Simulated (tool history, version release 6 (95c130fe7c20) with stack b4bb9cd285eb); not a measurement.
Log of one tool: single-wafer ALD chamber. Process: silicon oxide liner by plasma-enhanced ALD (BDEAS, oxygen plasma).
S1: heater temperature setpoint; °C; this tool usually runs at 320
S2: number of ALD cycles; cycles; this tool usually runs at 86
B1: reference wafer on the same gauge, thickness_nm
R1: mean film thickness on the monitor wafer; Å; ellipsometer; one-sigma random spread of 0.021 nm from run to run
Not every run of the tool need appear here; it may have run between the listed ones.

run 1 hour=0 | S1=330 S2=86 | B1=6.87 | R1=82.82
run 2 hour=19.2 | S1=330 S2=86 | B1=6.871 | R1=82.93
run 3 hour=45.5 | S1=320 S2=86 | B1=6.868 | R1=84.55
run 4 hour=66.1 | S1=320 S2=86 | B1=6.87 | R1=84.29
run 5 hour=98.4 | S1=320 S2=86 | B1=6.87 | R1=84.53
run 6 hour=132.4 | S1=320 S2=86 | B1=6.867 | R1=84.56
run 7 hour=151 | S1=320 S2=86 | B1=6.872 | R1=84.91
run 8 hour=191.9 | S1=320 S2=86 | B1=6.869 | R1=84.31
run 9 hour=212.9 | S1=320 S2=86 | B1=6.872 | R1=84.43
run 10 hour=245.1 | S1=320 S2=86 | B1=6.877 | R1=84.53
run 11 hour=269.1 | S1=313 S2=86 | B1=6.862 | R1=85.38
run 12 hour=299 | S1=320 S2=86 | B1=6.868 | R1=84.14
run 13 hour=323.3 | S1=313 S2=97 | B1=6.872 | R1=96.3
run 14 hour=349.5 | S1=310 S2=94 | B1=6.876 | R1=94.01
run 15 hour=371 | S1=310 S2=94 | B1=6.871 | R1=93.75
run 16 hour=393.7 | S1=331 S2=70 | B1=6.858 | R1=67.26
run 17 hour=418.7 | S1=314 S2=100 | B1=6.868 | R1=98.84
run 18 hour=453.2 | S1=311 S2=79 | B1=6.873 | R1=78.72
run 19 hour=473 | S1=311 S2=99 | B1=6.867 | R1=98.41

Missing from the log above: 2 entries noted between runs. For each, name the pair of listed runs it sits between and say how the tool's hidden condition differs from the listed run just before to the listed run just after:
From run 7 to run 8: gauge calibrated (hour 163.8)
  both runs share identical hidden conditions
From run 11 to run 12: thermocouple changed; heater temperature recalibrated (hour 297.5)
  both runs share identical hidden conditions
